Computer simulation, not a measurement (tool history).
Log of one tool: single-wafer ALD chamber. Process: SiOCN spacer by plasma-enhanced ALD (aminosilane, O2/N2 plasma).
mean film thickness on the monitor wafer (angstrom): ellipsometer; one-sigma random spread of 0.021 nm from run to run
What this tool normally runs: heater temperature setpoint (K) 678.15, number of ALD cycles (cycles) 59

run,day,heater temperature setpoint (K),number of ALD cycles (cycles),"read-back reference wafer on the same gauge, thickness_nm",mean film thickness on the monitor wafer (angstrom)
1,0,678.15,59,3.625,36.06
2,1.567,670.15,59,3.616,36.89
3,4.088,670.15,59,3.601,36.59
4,6.888,670.15,59,3.607,36.67
5,8.188,678.15,59,3.611,36.12
6,10.004,678.15,59,3.601,36.38
7,12.475,678.15,59,3.611,36.37
8,14.921,678.15,59,3.61,36.27
# day 16.496: thermocouple changed; heater temperature recalibrated
9,16.517,678.15,59,3.602,36.55
10,17.629,667.15,59,3.609,36.67
11,20.158,673.15,50,3.614,30.82
12,22.879,666.15,51,3.612,31.89
13,24.625,665.15,67,3.6,42.1
14,27.158,690.15,65,3.615,38.33
15,29.579,671.15,53,3.625,33.28
16,38.062,678.15,59,3.61,35.98
# day 40.262: gauge calibrated
17,41.062,670.15,68,3.603,42.66
18,42.233,665.15,67,3.608,41.33
19,49.012,689.15,59,3.619,34.78
20,51.692,678.15,52,3.612,31.84
21,53.454,678.15,53,3.603,32.85

What was the tool's hidden state at every run in the log?
wafer temperature above the value expected at the setpoint (K): 0 in every run
gauge reads high (%): 0 in every run
